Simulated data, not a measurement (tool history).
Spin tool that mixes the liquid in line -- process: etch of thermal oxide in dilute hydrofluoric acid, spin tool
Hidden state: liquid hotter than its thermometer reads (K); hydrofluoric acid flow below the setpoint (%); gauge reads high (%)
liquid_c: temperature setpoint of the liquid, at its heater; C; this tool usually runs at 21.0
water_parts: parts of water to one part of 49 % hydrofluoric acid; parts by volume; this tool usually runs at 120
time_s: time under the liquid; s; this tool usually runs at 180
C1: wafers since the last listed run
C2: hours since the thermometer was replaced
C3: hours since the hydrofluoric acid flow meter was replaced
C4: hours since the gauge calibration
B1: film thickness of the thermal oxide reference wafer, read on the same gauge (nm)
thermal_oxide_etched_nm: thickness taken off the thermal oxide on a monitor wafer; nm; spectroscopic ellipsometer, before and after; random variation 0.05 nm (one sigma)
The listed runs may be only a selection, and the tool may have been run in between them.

Run 1, hour 0.0: usual settings but time_s 110 s; C1 0; C2 2448.8; C3 1649.0; C4 536.5; B1 129.99. Result: thermal_oxide_etched_nm 3.35 nm.
Run 2, hour 13.3: usual settings but time_s 255 s; C1 58; C2 2462.1; C3 1662.3; C4 549.8; B1 129.98. Result: thermal_oxide_etched_nm 7.89 nm.
Run 3, hour 47.6: usual settings but time_s 255 s; C1 151; C2 2496.4; C3 1696.6; C4 584.1; B1 130.02. Result: thermal_oxide_etched_nm 7.88 nm.
Run 4, hour 62.3: usual settings but time_s 255 s; C1 64; C2 2511.1; C3 1711.3; C4 598.8; B1 130.00. Result: thermal_oxide_etched_nm 7.85 nm.
Run 5, hour 96.9: usual settings; C1 152; C2 2545.7; C3 1745.9; C4 633.4; B1 130.00. Result: thermal_oxide_etched_nm 5.39 nm.
Run 6, hour 112.3: usual settings; C1 68; C2 2561.1; C3 1761.3; C4 648.8; B1 130.01. Result: thermal_oxide_etched_nm 5.43 nm.
Run 7, hour 147.8: usual settings; C1 156; C2 2596.6; C3 1796.8; C4 684.3; B1 130.01. Result: thermal_oxide_etched_nm 5.52 nm.
Run 8, hour 173.7: usual settings; C1 114; C2 2622.5; C3 1822.7; C4 710.2; B1 129.98. Result: thermal_oxide_etched_nm 5.47 nm.
Run 9, hour 208.2: usual settings; C1 152; C2 2657.0; C3 1857.2; C4 744.7; B1 129.99. Result: thermal_oxide_etched_nm 5.47 nm.
Run 10, hour 238.4: usual settings but liquid_c 17.0 C; C1 133; C2 2687.2; C3 1887.4; C4 774.9; B1 130.00. Result: thermal_oxide_etched_nm 4.64 nm.
At hour 268.4: hydrofluoric acid flow meter replaced.
Run 11, hour 273.8: usual settings but liquid_c 24.5 C, water_parts 70 parts by volume, time_s 285 s; C1 151; C2 2722.6; C3 5.4; C4 810.3; B1 130.02. Result: thermal_oxide_etched_nm 17.38 nm.
Run 12, hour 308.0: usual settings but liquid_c 17.0 C, water_parts 100 parts by volume, time_s 120 s; C1 151; C2 2756.8; C3 39.6; C4 844.5; B1 130.03. Result: thermal_oxide_etched_nm 3.56 nm.
Run 13, hour 341.7: usual settings; C1 148; C2 2790.5; C3 73.3; C4 878.2; B1 130.03. Result: thermal_oxide_etched_nm 5.10 nm.
Run 14, hour 363.3: usual settings but liquid_c 25.0 C, water_parts 75 parts by volume; C1 95; C2 2812.1; C3 94.9; C4 899.8; B1 130.02. Result: thermal_oxide_etched_nm 10.28 nm.
Run 15, hour 381.2: usual settings but water_parts 85 parts by volume, time_s 140 s; C1 79; C2 2830.0; C3 112.8; C4 917.7; B1 130.00. Result: thermal_oxide_etched_nm 5.83 nm.
At hour 397.8: gauge calibrated.
Run 16, hour 403.4: usual settings; C1 98; C2 2852.2; C3 135.0; C4 5.6; B1 130.01. Result: thermal_oxide_etched_nm 5.18 nm.
Run 17, hour 425.3: usual settings but water_parts 155 parts by volume; C1 96; C2 2874.1; C3 156.9; C4 27.5; B1 129.98. Result: thermal_oxide_etched_nm 3.74 nm.
Run 18, hour 453.1: usual settings but liquid_c 18.0 C, time_s 150 s; C1 122; C2 2901.9; C3 184.7; C4 55.3; B1 129.96. Result: thermal_oxide_etched_nm 3.83 nm.
At hour 527.4: hydrofluoric acid flow meter replaced, repeated, since the last time left the tool worse.
Run 19, hour 537.3: usual settings but water_parts 140 parts by volume, time_s 115 s; C1 367; C2 2986.1; C3 9.9; C4 139.5; B1 129.97. Result: thermal_oxide_etched_nm 3.19 nm.
Run 20, hour 557.8: usual settings; C1 90; C2 3006.6; C3 30.4; C4 160.0; B1 129.98. Result: thermal_oxide_etched_nm 5.93 nm.
Run 21, hour 590.4: usual settings but time_s 100 s; C1 143; C2 3039.2; C3 63.0; C4 192.6; B1 130.04. Result: thermal_oxide_etched_nm 3.27 nm.
At hour 613.7: thermometer replaced.
Run 22, hour 623.1: usual settings but liquid_c 18.0 C; C1 140; C2 9.4; C3 95.7; C4 225.3; B1 129.95. Result: thermal_oxide_etched_nm 5.20 nm.
Run 23, hour 657.6: usual settings but liquid_c 19.5 C, water_parts 65 parts by volume, time_s 210 s; C1 152; C2 43.9; C3 130.2; C4 259.8; B1 130.00. Result: thermal_oxide_etched_nm 12.68 nm.
Run 24, hour 687.4: usual settings but liquid_c 23.5 C, water_parts 140 parts by volume, time_s 255 s; C1 131; C2 73.7; C3 160.0; C4 289.6; B1 130.02. Result: thermal_oxide_etched_nm 7.77 nm.
Run 25, hour 701.2: usual settings; C1 60; C2 87.5; C3 173.8; C4 303.4; B1 130.01. Result: thermal_oxide_etched_nm 5.84 nm.
Run 26, hour 724.7: usual settings; C1 103; C2 111.0; C3 197.3; C4 326.9; B1 130.03. Result: thermal_oxide_etched_nm 5.87 nm.
Run 27, hour 746.8: usual settings but time_s 275 s; C1 97; C2 133.1; C3 219.4; C4 349.0; B1 130.01. Result: thermal_oxide_etched_nm 8.99 nm.
Run 28, hour 763.8: usual settings but liquid_c 17.5 C, water_parts 135 parts by volume; C1 75; C2 150.1; C3 236.4; C4 366.0; B1 129.98. Result: thermal_oxide_etched_nm 4.49 nm.
Run 29, hour 785.9: usual settings but liquid_c 23.5 C; C1 97; C2 172.2; C3 258.5; C4 388.1; B1 130.02. Result: thermal_oxide_etched_nm 6.48 nm.
Run 30, hour 812.6: usual settings; C1 117; C2 198.9; C3 285.2; C4 414.8; B1 129.98. Result: thermal_oxide_etched_nm 5.77 nm.
Run 31, hour 837.6: usual settings; C1 110; C2 223.9; C3 310.2; C4 439.8; B1 129.96. Result: thermal_oxide_etched_nm 5.88 nm.
Run 32, hour 854.8: usual settings; C1 75; C2 241.1; C3 327.4; C4 457.0; B1 129.99. Result: thermal_oxide_etched_nm 5.90 nm.
Run 33, hour 867.1: usual settings but liquid_c 19.0 C, water_parts 60 parts by volume; C1 54; C2 253.4; C3 339.7; C4 469.3; B1 129.98. Result: thermal_oxide_etched_nm 11.56 nm.

Each row is a separate what-if for the run after 33, all from the same tool condition, not one after another. Results?
Run A, hour 867.6: usual settings; C1 2; C2 253.9; C3 340.2; C4 469.8; B1 ?. Result: thermal_oxide_etched_nm ?.
Run B, hour 867.6: usual settings but liquid_c 19.5 C, water_parts 75 parts by volume, time_s 225 s; C1 2; C2 253.9; C3 340.2; C4 469.8; B1 ?. Result: thermal_oxide_etched_nm ?.
Run C, hour 867.6: usual settings but liquid_c 22.5 C; C1 2; C2 253.9; C3 340.2; C4 469.8; B1 ?. Result: thermal_oxide_etched_nm ?.
Run D, hour 867.6: usual settings but liquid_c 23.5 C, water_parts 145 parts by volume, time_s 245 s; C1 2; C2 253.9; C3 340.2; C4 469.8; B1 ?. Result: thermal_oxide_etched_nm ?.
Run E, hour 867.6: usual settings but liquid_c 25.5 C; C1 2; C2 253.9; C3 340.2; C4 469.8; B1 ?. Result: thermal_oxide_etched_nm ?.

run      B1  thermal_oxide_etched_nm
  A  130.00                     5.82
  B  130.00                    11.52
  C  130.00                     6.18
  D  130.00                     7.03
  E  130.00                     6.95
What these runs would have given with no unlogged condition in the tool:
run  thermal_oxide_etched_nm
  A                     5.93
  B                    11.72
  C                     6.29
  D                     7.16
  E                     7.07
